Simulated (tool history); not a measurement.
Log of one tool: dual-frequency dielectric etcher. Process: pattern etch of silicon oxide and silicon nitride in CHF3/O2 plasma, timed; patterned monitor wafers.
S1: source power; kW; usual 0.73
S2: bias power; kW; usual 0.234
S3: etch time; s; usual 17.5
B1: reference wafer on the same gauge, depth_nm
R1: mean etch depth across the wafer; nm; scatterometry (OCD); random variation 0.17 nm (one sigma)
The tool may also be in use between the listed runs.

{"run": 1, "hour": 0.0, "S1": 0.73, "S2": 0.205, "S3": 15, "B1": 25.99, "R1": 21.61}
{"run": 2, "hour": 11.1, "S1": 0.73, "S2": 0.205, "S3": 15, "B1": 25.98, "R1": 21.95}
{"run": 3, "hour": 19.6, "S1": 0.73, "S2": 0.234, "S3": 17.5, "B1": 25.99, "R1": 27.56}
{"run": 4, "hour": 27.2, "S1": 0.73, "S2": 0.234, "S3": 17.5, "B1": 26.01, "R1": 27.65}
{"run": 5, "hour": 35.9, "S1": 0.73, "S2": 0.234, "S3": 17.5, "B1": 26.01, "R1": 27.71}
{"hour": 48.1, "done": "gauge calibrated"}
{"run": 6, "hour": 53.0, "S1": 0.73, "S2": 0.234, "S3": 20, "B1": 25.98, "R1": 31.58}
{"run": 7, "hour": 68.2, "S1": 0.81, "S2": 0.254, "S3": 20.5, "B1": 26.01, "R1": 36.44}
{"run": 8, "hour": 81.4, "S1": 0.73, "S2": 0.234, "S3": 17.5, "B1": 25.97, "R1": 27.31}
{"run": 9, "hour": 87.9, "S1": 0.73, "S2": 0.192, "S3": 17.5, "B1": 26.01, "R1": 23.96}
{"run": 10, "hour": 98.5, "S1": 0.73, "S2": 0.234, "S3": 14, "B1": 26.01, "R1": 21.77}
{"run": 11, "hour": 107.7, "S1": 0.87, "S2": 0.291, "S3": 20.5, "B1": 25.98, "R1": 41.4}
{"hour": 115.0, "done": "source power generator calibrated"}
{"run": 12, "hour": 122.6, "S1": 0.73, "S2": 0.252, "S3": 22.5, "B1": 25.99, "R1": 36.99}
{"run": 13, "hour": 138.3, "S1": 0.61, "S2": 0.234, "S3": 14.5, "B1": 25.99, "R1": 19.5}
{"run": 14, "hour": 147.7, "S1": 0.86, "S2": 0.272, "S3": 15, "B1": 25.99, "R1": 28.66}
{"run": 15, "hour": 164.3, "S1": 0.73, "S2": 0.234, "S3": 20.5, "B1": 26.01, "R1": 32.16}
{"run": 16, "hour": 176.7, "S1": 0.6, "S2": 0.234, "S3": 14, "B1": 26.01, "R1": 18.59}
{"run": 17, "hour": 191.6, "S1": 0.84, "S2": 0.199, "S3": 13, "B1": 25.99, "R1": 20.18}
{"run": 18, "hour": 203.2, "S1": 0.91, "S2": 0.2, "S3": 20, "B1": 26.01, "R1": 32.75}
{"hour": 214.4, "done": "bias power generator calibrated"}
{"hour": 231.8, "done": "wet clean of the chamber"}
{"run": 19, "hour": 232.3, "S1": 0.65, "S2": 0.275, "S3": 15.5, "B1": 26.04, "R1": 25.84}
{"run": 20, "hour": 232.8, "S1": 0.73, "S2": 0.219, "S3": 15, "B1": 25.97, "R1": 23.6}
{"run": 21, "hour": 242.6, "S1": 0.73, "S2": 0.205, "S3": 14.5, "B1": 26.02, "R1": 21.76}
{"run": 22, "hour": 257.4, "S1": 0.73, "S2": 0.234, "S3": 17.5, "B1": 25.96, "R1": 28.58}
{"run": 23, "hour": 275.3, "S1": 0.73, "S2": 0.234, "S3": 17.5, "B1": 25.99, "R1": 28.53}
{"run": 24, "hour": 281.8, "S1": 0.87, "S2": 0.269, "S3": 20, "B1": 26.02, "R1": 40.17}
{"run": 25, "hour": 290.4, "S1": 0.73, "S2": 0.234, "S3": 17.5, "B1": 25.99, "R1": 28.32}
{"run": 26, "hour": 298.1, "S1": 0.81, "S2": 0.265, "S3": 17.5, "B1": 25.99, "R1": 33}
{"run": 27, "hour": 314.9, "S1": 0.89, "S2": 0.234, "S3": 17.5, "B1": 26.03, "R1": 32.84}
{"run": 28, "hour": 328.0, "S1": 0.63, "S2": 0.192, "S3": 20.5, "B1": 26.02, "R1": 25.89}
{"run": 29, "hour": 339.4, "S1": 0.67, "S2": 0.292, "S3": 17.5, "B1": 25.99, "R1": 30.48}
{"run": 30, "hour": 356.9, "S1": 0.73, "S2": 0.234, "S3": 17.5, "B1": 26.01, "R1": 28.42}
{"run": 31, "hour": 367.4, "S1": 0.56, "S2": 0.234, "S3": 17.5, "B1": 26.02, "R1": 22.42}

Measured less the same run without the tool's hidden state. The same run-to-run variation is in both; the gauge's scatter may not be:
The hidden state here: etch rate over this chamber's usual, %; source power that arrives over what is set, %; bias power that arrives over what is set, %; gauge reads high (%).
run=1 R1=-0.7
run=2 R1=-0.74
run=3 R1=-0.95
run=4 R1=-0.97
run=5 R1=-1
run=6 R1=-1.18
run=7 R1=-1.41
run=8 R1=-1.1
run=9 R1=-0.98
run=10 R1=-0.91
run=11 R1=-1.76
run=12 R1=-1.63
run=13 R1=-0.88
run=14 R1=-1.33
run=15 R1=-1.54
run=16 R1=-0.91
run=17 R1=-1.02
run=18 R1=-1.7
run=19 R1=+0.16
run=20 R1=+0.15
run=21 R1=+0.12
run=22 R1=+0.12
run=23 R1=+0.08
run=24 R1=+0.09
run=25 R1=+0.04
run=26 R1=+0.03
run=27 R1=-0.03
run=28 R1=-0.04
run=29 R1=-0.08
run=30 R1=-0.13
run=31 R1=-0.12
